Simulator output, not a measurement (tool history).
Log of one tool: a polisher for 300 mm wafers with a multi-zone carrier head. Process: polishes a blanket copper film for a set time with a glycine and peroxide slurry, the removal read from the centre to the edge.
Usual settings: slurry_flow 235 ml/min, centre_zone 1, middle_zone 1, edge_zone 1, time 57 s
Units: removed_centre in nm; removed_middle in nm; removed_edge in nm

run	hour	slurry_flow	centre_zone	middle_zone	edge_zone	time	incoming thickness of the incoming film, nm	removed_centre	removed_middle	removed_edge
1	0	235	1	1	1	57	1798.1	282.1	276.8	264.9
2	60.1	235	1	1	1	57	1800	272.9	273.2	263.6
3	87.3	235	1	1	1	57	1816	276.2	266	260.2
4	292.2	235	1	1	1	57	1835.7	250.1	248.2	244.7
5	324.3	235	1	1	1	57	1833.8	242.4	244.9	233.8
6	352.7	235	1	1.03	1	53	1821.5	262	261.1	246.3
7	376.4	235	0.95	1	1	57	1802.9	263.7	276.4	268.8
8	445.8	235	1	1	1	48	1816.8	231.2	228.8	223.2
9	513.1	235	1.1	1	1	57	1821.2	295	266.9	261
10	552.9	265	1.1	1.04	0.89	57	1841.8	304	275	256
11	622.5	235	1.08	1	1	62	1808.3	313.2	281.2	269.7
12	784.4	235	1	1	1	57	1800.8	283.9	272.6	263.2
13	817.8	300	1.05	1	1	57	1811.7	301.7	279.7	265.7
14	934.4	235	0.91	1	1	57	1802.5	247.2	261.9	256.6
15	994.4	280	1	1	1	57	1853.6	256	259.9	247.7
16	1026.8	235	1.04	1	1.05	39	1822.6	173.8	168.2	167.2
17	1060.8	200	1.08	0.97	1	70	1838.4	357.9	315.4	317.3
18	1086.1	235	1	1	1	57	1820	274.9	271	258.9
19	1132.1	235	1	1	1.09	65	1828.5	317.9	307.3	306.7
20	1166.8	235	1	1	1	57	1852.7	269.2	267.2	258.5
21	1221.2	270	1	1	1	57	1806.2	274.8	269.3	260.4
22	1256.9	275	1	1	1.09	57	1846.8	275.8	267.8	259.5
23	1304	235	1	1.08	1	57	1798.5	258	272.1	250.5

Taken out of this log: 9 entries between the listed runs. Where each belongs, and how the hidden state differs across it:
Between runs 3 and 4: slurry nozzle cleaned (hour 134.7); centre zone pressure recalibrated (hour 276)
  removal rate lost through wear of the pad, %: 2.01 -> 9.48; deviation of the centre zone's pressure from its setpoint, %: 4.62 -> 1.05
  measured less the result without the state, removed_centre: +6.9 -> -23.3 nm; removed_middle: -5.6 -> -25.9 nm; removed_edge: -5.4 -> -25.6 nm
Between runs 5 and 6: worn pad replaced by a new one (hour 352.2)
  removal rate lost through wear of the pad, %: 11.3 -> 0.435; deviation of the centre zone's pressure from its setpoint, %: 1.41 -> 1.72
  measured less the result without the state, removed_centre: -27.1 -> +3.3 nm; removed_middle: -31.3 -> -1.2 nm; removed_edge: -29.8 -> -1.1 nm
Between runs 7 and 8: edge zone pressure recalibrated (hour 407.2)
  removal rate lost through wear of the pad, %: 0.487 -> 1.21; deviation of the centre zone's pressure from its setpoint, %: 1.98 -> 2.74
  measured less the result without the state, removed_centre: +4 -> +3.5 nm; removed_middle: -1.4 -> -2.8 nm; removed_edge: -1.3 -> -2.8 nm
Between runs 11 and 12: worn pad replaced by a new one (hour 696)
  removal rate lost through wear of the pad, %: 6.87 -> 1.1; deviation of the centre zone's pressure from its setpoint, %: 4.69 -> 6.47
  measured less the result without the state, removed_centre: -8 -> +14.4 nm; removed_middle: -20.9 -> -3.1 nm; removed_edge: -19.9 -> -2.9 nm
Between runs 12 and 13: slurry nozzle cleaned (hour 793)
  removal rate lost through wear of the pad, %: 1.1 -> 1.71; deviation of the centre zone's pressure from its setpoint, %: 6.47 -> 6.83
  measured less the result without the state, removed_centre: +14.4 -> +14.5 nm; removed_middle: -3.1 -> -5 nm; removed_edge: -2.9 -> -4.7 nm
Between runs 13 and 14: carrier head's membrane replaced by a new one (hour 825.8)
  removal rate lost through wear of the pad, %: 1.71 -> 5.41; deviation of the centre zone's pressure from its setpoint, %: 6.83 -> 8.11
  measured less the result without the state, removed_centre: +14.5 -> +5.8 nm; removed_middle: -5 -> -15.1 nm; removed_edge: -4.7 -> -14.7 nm
Between runs 14 and 15: centre zone pressure recalibrated (hour 938.2)
  removal rate lost through wear of the pad, %: 5.41 -> 8.25; deviation of the centre zone's pressure from its setpoint, %: 8.11 -> 1.49
  measured less the result without the state, removed_centre: +5.8 -> -18.9 nm; removed_middle: -15.1 -> -23.4 nm; removed_edge: -14.7 -> -22.3 nm
Between runs 16 and 17: worn pad replaced by a new one (hour 1054.9)
  removal rate lost through wear of the pad, %: 10 -> 1.78; deviation of the centre zone's pressure from its setpoint, %: 1.84 -> 2.22
  measured less the result without the state, removed_centre: -15.9 -> +1.4 nm; removed_middle: -18.8 -> -5.8 nm; removed_edge: -18.6 -> -5.8 nm
